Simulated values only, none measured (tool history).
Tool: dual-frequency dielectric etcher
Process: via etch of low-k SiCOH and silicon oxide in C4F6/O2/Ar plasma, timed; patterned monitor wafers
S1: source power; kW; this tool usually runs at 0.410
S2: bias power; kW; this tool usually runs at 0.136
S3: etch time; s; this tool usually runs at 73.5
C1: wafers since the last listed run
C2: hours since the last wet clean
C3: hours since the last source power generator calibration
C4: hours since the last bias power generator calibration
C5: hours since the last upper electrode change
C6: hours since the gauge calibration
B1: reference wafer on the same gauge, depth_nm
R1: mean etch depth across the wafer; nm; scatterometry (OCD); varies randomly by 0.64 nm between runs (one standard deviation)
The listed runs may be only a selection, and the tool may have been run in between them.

| run | hour | S1 | S2 | S3 | C1 | C2 | C3 | C4 | C5 | C6 | B1 | R1 |
|---|---|---|---|---|---|---|---|---|---|---|---|---|
| 1 | 0.0 | 0.410 | 0.136 | 73.5 | 0 | 289.4 | 2149.7 | 1108.2 | 1524.9 | 956.5 | 163.8 | 191.7 |
| 2 | 78.1 | 0.410 | 0.136 | 73.5 | 1016 | 367.5 | 2227.8 | 1186.3 | 1603.0 | 1034.6 | 164.2 | 192.2 |
|  | 152.0 | wet clean of the chamber |
| 3 | 180.4 | 0.410 | 0.136 | 73.5 | 1019 | 28.4 | 2330.1 | 1288.6 | 1705.3 | 1136.9 | 164.0 | 190.7 |
| 4 | 276.3 | 0.410 | 0.157 | 73.5 | 1248 | 124.3 | 2426.0 | 1384.5 | 1801.2 | 1232.8 | 163.9 | 200.2 |
| 5 | 370.7 | 0.410 | 0.136 | 73.5 | 1228 | 218.7 | 2520.4 | 1478.9 | 1895.6 | 1327.2 | 163.8 | 191.3 |
| 6 | 463.3 | 0.410 | 0.136 | 73.5 | 1205 | 311.3 | 2613.0 | 1571.5 | 1988.2 | 1419.8 | 163.9 | 191.0 |
| 7 | 566.6 | 0.410 | 0.136 | 73.5 | 1344 | 414.6 | 2716.3 | 1674.8 | 2091.5 | 1523.1 | 163.9 | 191.1 |
|  | 602.6 | wet clean of the chamber |
| 8 | 667.8 | 0.410 | 0.136 | 73.5 | 1004 | 65.2 | 2817.5 | 1776.0 | 2192.7 | 1624.3 | 164.0 | 189.9 |
| 9 | 823.6 | 0.410 | 0.136 | 73.5 | 2028 | 221.0 | 2973.3 | 1931.8 | 2348.5 | 1780.1 | 163.8 | 189.9 |
|  | 854.7 | bias power generator calibrated |
| 10 | 881.7 | 0.410 | 0.136 | 73.5 | 704 | 279.1 | 3031.4 | 27.0 | 2406.6 | 1838.2 | 163.9 | 189.3 |
| 11 | 963.7 | 0.410 | 0.136 | 73.5 | 1067 | 361.1 | 3113.4 | 109.0 | 2488.6 | 1920.2 | 164.3 | 189.5 |
|  | 1020.4 | wet clean of the chamber |
| 12 | 1049.5 | 0.410 | 0.136 | 73.5 | 804 | 29.1 | 3199.2 | 194.8 | 2574.4 | 2006.0 | 163.9 | 190.5 |
|  | 1100.3 | gauge calibrated |
| 13 | 1122.5 | 0.410 | 0.136 | 73.5 | 950 | 102.1 | 3272.2 | 267.8 | 2647.4 | 22.2 | 164.2 | 189.0 |
| 14 | 1182.5 | 0.320 | 0.161 | 73.5 | 781 | 162.1 | 3332.2 | 327.8 | 2707.4 | 82.2 | 164.1 | 177.1 |
| 15 | 1227.3 | 0.410 | 0.162 | 85.5 | 583 | 206.9 | 3377.0 | 372.6 | 2752.2 | 127.0 | 163.9 | 231.5 |
|  | 1299.8 | upper electrode replaced, of another model than before |
| 16 | 1323.4 | 0.410 | 0.136 | 73.5 | 938 | 303.0 | 3473.1 | 468.7 | 23.6 | 223.1 | 164.2 | 190.0 |
| 17 | 1385.7 | 0.410 | 0.136 | 73.5 | 811 | 365.3 | 3535.4 | 531.0 | 85.9 | 285.4 | 164.1 | 189.7 |
| 18 | 1443.3 | 0.440 | 0.136 | 56.5 | 749 | 422.9 | 3593.0 | 588.6 | 143.5 | 343.0 | 164.1 | 149.5 |
|  | 1501.8 | wet clean of the chamber |
| 19 | 1503.7 | 0.440 | 0.110 | 89.5 | 473 | 1.9 | 3653.4 | 649.0 | 203.9 | 403.4 | 163.8 | 227.9 |
|  | 1536.8 | source power generator calibrated |
| 20 | 1591.9 | 0.410 | 0.164 | 57.0 | 1096 | 90.1 | 55.1 | 737.2 | 292.1 | 491.6 | 163.9 | 156.4 |
| 21 | 1656.4 | 0.410 | 0.136 | 73.5 | 839 | 154.6 | 119.6 | 801.7 | 356.6 | 556.1 | 163.9 | 193.9 |
| 22 | 1700.4 | 0.350 | 0.136 | 73.5 | 572 | 198.6 | 163.6 | 845.7 | 400.6 | 600.1 | 163.8 | 183.7 |
| 23 | 1790.1 | 0.410 | 0.160 | 73.5 | 1167 | 288.3 | 253.3 | 935.4 | 490.3 | 689.8 | 164.3 | 199.9 |
| 24 | 1826.6 | 0.410 | 0.136 | 73.5 | 475 | 324.8 | 289.8 | 971.9 | 526.8 | 726.3 | 164.0 | 193.6 |
| 25 | 1920.7 | 0.450 | 0.162 | 73.5 | 1224 | 418.9 | 383.9 | 1066.0 | 620.9 | 820.4 | 163.8 | 208.3 |
| 26 | 2012.6 | 0.410 | 0.136 | 73.5 | 1196 | 510.8 | 475.8 | 1157.9 | 712.8 | 912.3 | 164.0 | 193.1 |
|  | 2051.2 | wet clean of the chamber |
| 27 | 2108.4 | 0.320 | 0.108 | 73.5 | 934 | 57.2 | 571.6 | 1253.7 | 808.6 | 1008.1 | 164.0 | 169.2 |
| 28 | 2149.7 | 0.410 | 0.116 | 56.5 | 537 | 98.5 | 612.9 | 1295.0 | 849.9 | 1049.4 | 163.9 | 143.6 |
| 29 | 2220.6 | 0.410 | 0.136 | 73.5 | 922 | 169.4 | 683.8 | 1365.9 | 920.8 | 1120.3 | 164.0 | 192.3 |

Some steps in R1, run to run, broken into two amounts with sign: the step expected even without the hidden condition (settings, incoming material, random variation), and the rest, left for the hidden condition together with whatever gauge scatter is not in both the measured and the hidden-condition-free result:
Hidden state at play: etch rate over this chamber's usual, %; source power that arrives over what is set, %; bias power that arrives over what is set, %; gauge reads high (%).
Run 15 -> 16: S2 0.162 -> 0.136, S3 85.5 -> 73.5, upper electrode replaced, of another model than before. R1 -41.5 nm: hidden state +1.8, all else -43.3.
Run 18 -> 19: S2 0.136 -> 0.110, S3 56.5 -> 89.5, wet clean of the chamber. R1 +78.4 nm: hidden state -1.4, all else +79.8.
Run 19 -> 20: S1 0.440 -> 0.410, S2 0.110 -> 0.164, S3 89.5 -> 57.0, source power generator calibrated. R1 -71.5 nm: hidden state +4.2, all else -75.7.

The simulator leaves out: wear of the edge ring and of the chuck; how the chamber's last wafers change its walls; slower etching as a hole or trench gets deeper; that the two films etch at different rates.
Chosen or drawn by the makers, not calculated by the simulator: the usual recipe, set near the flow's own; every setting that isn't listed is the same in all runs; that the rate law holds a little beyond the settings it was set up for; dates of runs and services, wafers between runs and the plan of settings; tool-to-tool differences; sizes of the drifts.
